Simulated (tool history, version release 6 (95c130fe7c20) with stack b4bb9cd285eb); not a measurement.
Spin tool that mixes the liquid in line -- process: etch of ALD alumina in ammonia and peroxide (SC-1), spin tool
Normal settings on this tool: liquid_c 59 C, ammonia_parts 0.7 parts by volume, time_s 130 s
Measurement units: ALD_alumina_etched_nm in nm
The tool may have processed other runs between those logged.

run     day  liquid_c  ammonia_parts  time_s  read-back film thickness of the ALD alumina reference wafer, read on the same gauge (nm)  ALD_alumina_etched_nm
  1       0        59            0.7     130                                                                                    150.01                  10.62
      0.446  -- new drum of ammonia solution connected
  2   0.862      54.5            0.7     130                                                                                    150.02                   8.39
      1.675  -- gauge calibrated
  3   2.217      51.5           0.55     130                                                                                    149.98                   6.99
  4   2.867      51.5           0.55     130                                                                                    149.98                   6.89
  5   3.662        59            0.7     130                                                                                    149.98                  10.72
  6   4.467        59            0.7     100                                                                                    150.01                   8.29
      5.004  -- thermometer replaced
  7     5.5        59            0.9      85                                                                                       150                   7.07
  8    6.95      55.5            0.8      55                                                                                    150.02                   3.81
      7.621  -- ammonia flow meter replaced
  9   7.796        59            0.7      85                                                                                    150.05                   6.98
 10   8.725      64.5            0.7     130                                                                                    149.98                  14.18
 11     9.3        66            0.7     100                                                                                    150.02                  11.78
       10.1  -- new drum of ammonia solution connected
 12  10.375        59            0.7     130                                                                                    150.02                  10.72
 13  11.154      63.5           0.85      60                                                                                    150.02                   6.29
 14  12.621        64            0.7     200                                                                                    149.97                  21.15
 15  13.358        59            0.7     175                                                                                       150                  14.58
 16  16.575        59            0.7     195                                                                                       150                  16.17
 17  17.725        59            0.7     130                                                                                    150.01                  10.74
         18  -- heated supply line repaired
 18  18.525        59            0.8     170                                                                                       150                   14.2
 19  19.883        50            0.7      75                                                                                    150.02                   3.85
       20.1  -- new drum of ammonia solution connected
 20  21.062      66.5            0.7     130                                                                                    150.01                  15.53
 21  21.979        59            0.7     130                                                                                       150                  10.58
 22  22.892        69            0.5      75                                                                                    149.99                   9.85
 23  23.533        59            0.7      50                                                                                    149.99                   4.17
 24    24.8        59            0.7     130                                                                                    149.97                  10.58
 25  25.667      62.5            0.7     200                                                                                    150.01                  19.67
 26  26.583        59            0.7     130                                                                                       150                  10.68

Here are 3 independent what-if runs from the current tool condition. What would each one return?
  A  26.604        52            0.7     130                                                                                         ?                      ?
  B  26.604      53.5           0.95     175                                                                                         ?                      ?
  C  26.604        59           0.45      80                                                                                         ?                      ?

run  read-back film thickness of the ALD alumina reference wafer, read on the same gauge (nm)  ALD_alumina_etched_nm
  A                                                                                    150.03                   7.45
  B                                                                                    150.03                   11.2
  C                                                                                    150.03                   6.37
With the hidden condition removed and each run's random variation left untouched, the same runs would have given:
run  ALD_alumina_etched_nm
  A                   7.45
  B                   11.2
  C                   6.37
